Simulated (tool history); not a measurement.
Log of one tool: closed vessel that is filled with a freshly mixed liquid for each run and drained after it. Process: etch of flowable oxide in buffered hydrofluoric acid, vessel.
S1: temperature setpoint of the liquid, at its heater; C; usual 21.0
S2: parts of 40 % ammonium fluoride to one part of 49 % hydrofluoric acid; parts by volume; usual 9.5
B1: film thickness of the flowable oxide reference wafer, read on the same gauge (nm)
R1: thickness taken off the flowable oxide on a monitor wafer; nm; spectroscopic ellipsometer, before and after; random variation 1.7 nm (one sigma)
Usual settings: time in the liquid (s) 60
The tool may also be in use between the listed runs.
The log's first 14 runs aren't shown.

Run 15, hour 1114.1: usual settings; B1 109.98. Result: R1 225.75 nm.
Run 16, hour 1199.6: usual settings but S1 25.0 C; B1 110.00. Result: R1 278.49 nm.
Run 17, hour 1271.2: usual settings but S2 12.0 parts by volume, time in the liquid (s) 40; B1 110.02. Result: R1 124.71 nm.
Run 18, hour 1331.8: usual settings but S1 25.0 C; B1 109.98. Result: R1 285.29 nm.
Run 19, hour 1377.8: usual settings but S2 11.0 parts by volume; B1 110.01. Result: R1 209.32 nm.
Run 20, hour 1476.0: usual settings but S1 19.5 C; B1 110.00. Result: R1 215.61 nm.
At hour 1515.8: thermometer replaced.
At hour 1565.4: gauge calibrated.
Run 21, hour 1569.4: usual settings but S1 19.0 C, S2 13.0 parts by volume; B1 109.99. Result: R1 161.40 nm.
Run 22, hour 1659.8: usual settings but S2 12.0 parts by volume, time in the liquid (s) 80; B1 109.99. Result: R1 267.14 nm.
At hour 1683.9: hydrofluoric acid flow meter replaced.
Run 23, hour 1705.0: usual settings but S1 24.5 C, S2 7.5 parts by volume, time in the liquid (s) 40; B1 110.00. Result: R1 226.38 nm.
Run 24, hour 1773.3: usual settings but S1 24.5 C, S2 8.5 parts by volume, time in the liquid (s) 30; B1 110.02. Result: R1 152.61 nm.
Run 25, hour 2010.9: usual settings but S1 25.5 C, S2 13.0 parts by volume; B1 109.98. Result: R1 226.41 nm.

The next listed run, before its measurement:
Run 26, hour 2100.6: usual settings but S1 18.5 C, time in the liquid (s) 80; B1 ?. Result: R1 ?.

Run 26 gave B1 110.00, R1 272.01 nm.
Without the tool's hidden state the same run would have given R1 254.09 nm.
